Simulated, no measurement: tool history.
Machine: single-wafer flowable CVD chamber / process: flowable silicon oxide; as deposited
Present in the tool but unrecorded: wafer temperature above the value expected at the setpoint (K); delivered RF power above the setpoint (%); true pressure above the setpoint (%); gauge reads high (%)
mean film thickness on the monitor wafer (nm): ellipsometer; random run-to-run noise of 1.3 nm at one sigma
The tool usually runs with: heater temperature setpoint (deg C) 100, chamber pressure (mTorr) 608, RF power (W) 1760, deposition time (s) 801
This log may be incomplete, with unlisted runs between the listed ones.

run    hour  heater temperature setpoint (deg C)  chamber pressure (mTorr)  RF power (W)  deposition time (s)  wafers since the last listed run  hours since the last thermocouple change  hours since the last RF generator calibration  hours since the last manometer calibration  hours since the showerhead was replaced  hours since the gauge calibration  read-back reference wafer on the same gauge, thickness_nm  mean film thickness on the monitor wafer (nm)
  1       0                                  100                       608          1760                  801                                 0                                    1286.6                                           1866                                      1786.4                                   2797.3                             2886.5                                                    340.645                                        343.172
       39.4  -- thermocouple changed; heater temperature recalibrated
  2      70                                  100                       608          1760                  801                               158                                      30.6                                           1936                                      1856.4                                   2867.3                             2956.5                                                    340.428                                        342.427
  3   369.2                                  100                       608          1760                  801                               766                                     329.8                                         2235.2                                      2155.6                                   3166.5                             3255.7                                                    341.195                                        341.101
      416.9  -- capacitance manometer re-zeroed and calibrated
      425.1  -- RF generator calibrated
  4   437.1                                  100                       608          1760                  801                               132                                     397.7                                             12                                        20.2                                   3234.4                             3323.6                                                    340.627                                         327.13
  5   510.4                                  100                       608          1760                  801                               187                                       471                                           85.3                                        93.5                                   3307.7                             3396.9                                                     340.89                                        326.586
      590.2  -- showerhead replaced
  6   596.3                                  100                       608          1760                  918                               199                                     556.9                                          171.2                                       179.4                                      6.1                             3482.8                                                    341.445                                        372.251
      598.8  -- gauge calibrated
  7   646.1                                  100                       608          1760                  918                               127                                     606.7                                            221                                       229.2                                     55.9                               47.3                                                    341.027                                        371.726
  8   749.5                                  100                       608          1760                  714                               264                                     710.1                                          324.4                                       332.6                                    159.3                              150.7                                                    340.968                                        286.708
      805.4  -- capacitance manometer re-zeroed and calibrated, repeated, since the last time left the tool worse
  9   805.9                                   96                       608          1510                  801                               123                                     766.5                                          380.8                                         0.5                                    215.7                              207.1                                                    341.418                                        387.174
 10   865.8                                   88                       756          1760                  848                               153                                     826.4                                          440.7                                        60.4                                    275.6                                267                                                    341.537                                        704.743
 11   933.1                                  100                       553          1760                  801                               172                                     893.7                                            508                                       127.7                                    342.9                              334.3                                                    340.715                                        323.226
 12   983.5                                  100                       608          1760                  801                               129                                     944.1                                          558.4                                       178.1                                    393.3                              384.7                                                    340.523                                        353.324
 13  1020.9                                   96                       608          1760                  755                                95                                     981.5                                          595.8                                       215.5                                    430.7                              422.1                                                    340.485                                        383.628
 14  1059.9                                  100                       506          1930                  936                                99                                    1020.5                                          634.8                                       254.5                                    469.7                              461.1                                                    340.402                                        354.739
 15  1119.1                                  100                       508          1760                  733                               151                                    1079.7                                            694                                       313.7                                    528.9                              520.3                                                    341.422                                        268.649
 16  1203.8                                  100                       608          1630                  880                               216                                    1164.4                                          778.7                                       398.4                                    613.6                                605                                                    341.787                                        374.614
     1317.9  -- thermocouple changed; heater temperature recalibrated
 17  1460.1                                  100                       608          1760                  801                               635                                     142.2                                           1035                                       654.7                                    869.9                              861.3                                                    341.142                                         349.82
 18  1502.8                                  100                       608          1760                  801                               109                                     184.9                                         1077.7                                       697.4                                    912.6                                904                                                    340.383                                        349.136
 19  1591.9                                  106                       703          1580                  719                               228                                       274                                         1166.8                                       786.5                                   1001.7                              993.1                                                    341.041                                        280.727
 20  1695.8                                  100                       608          1760                  801                               266                                     377.9                                         1270.7                                       890.4                                   1105.6                               1097                                                    340.499                                        346.686
 21  1768.3                                  100                       608          1760                  925                               185                                     450.4                                         1343.2                                       962.9                                   1178.1                             1169.5                                                    340.578                                        402.744
 22  1806.3                                  100                       608          1760                  801                                97                                     488.4                                         1381.2                                      1000.9                                   1216.1                             1207.5                                                    340.944                                        348.202
 23  1884.4                                  100                       608          1760                  925                               200                                     566.5                                         1459.3                                        1079                                   1294.2                             1285.6                                                    340.191                                        399.518
 24  1948.5                                  100                       558          1760                  758                               164                                     630.6                                         1523.4                                      1143.1                                   1358.3                             1349.7                                                    340.968                                        301.121
 25  2029.8                                  100                       608          1760                  801                               208                                     711.9                                         1604.7                                      1224.4                                   1439.6                               1431                                                    341.212                                        343.141
 26  2104.9                                  107                       567          1425                  669                               192                                       787                                         1679.8                                      1299.5                                   1514.7                             1506.1                                                    341.244                                        192.358
 27  2175.8                                  100                       608          1855                  651                               181                                     857.9                                         1750.7                                      1370.4                                   1585.6                               1577                                                     341.37                                        286.142

Alternative continuations, all from the tool just after run 27; predict every row:
  A  2176.4                                  100                       608          1425                  801                                 1                                     858.5                                         1751.3                                        1371                                   1586.2                             1577.6                                                          ?                                              ?
  B  2176.4                                   92                       755          1760                  713                                 1                                     858.5                                         1751.3                                        1371                                   1586.2                             1577.6                                                          ?                                              ?
  C  2176.4                                   94                       510          1760                  801                                 1                                     858.5                                         1751.3                                        1371                                   1586.2                             1577.6                                                          ?                                              ?
  D  2176.4                                  100                       608          1760                  735                                 1                                     858.5                                         1751.3                                        1371                                   1586.2                             1577.6                                                          ?                                              ?
  E  2176.4                                  100                       459          1760                  801                                 1                                     858.5                                         1751.3                                        1371                                   1586.2                             1577.6                                                          ?                                              ?

run  read-back reference wafer on the same gauge, thickness_nm  mean film thickness on the monitor wafer (nm)
  A                                                    340.588                                        315.449
  B                                                    340.588                                        502.963
  C                                                    340.588                                        356.003
  D                                                    340.588                                        316.402
  E                                                    340.588                                        262.423
With no hidden state in the tool, these same runs would have given:
run  mean film thickness on the monitor wafer (nm)
  A                                        325.522
  B                                         518.43
  C                                        367.371
  D                                        326.505
  E                                        271.017
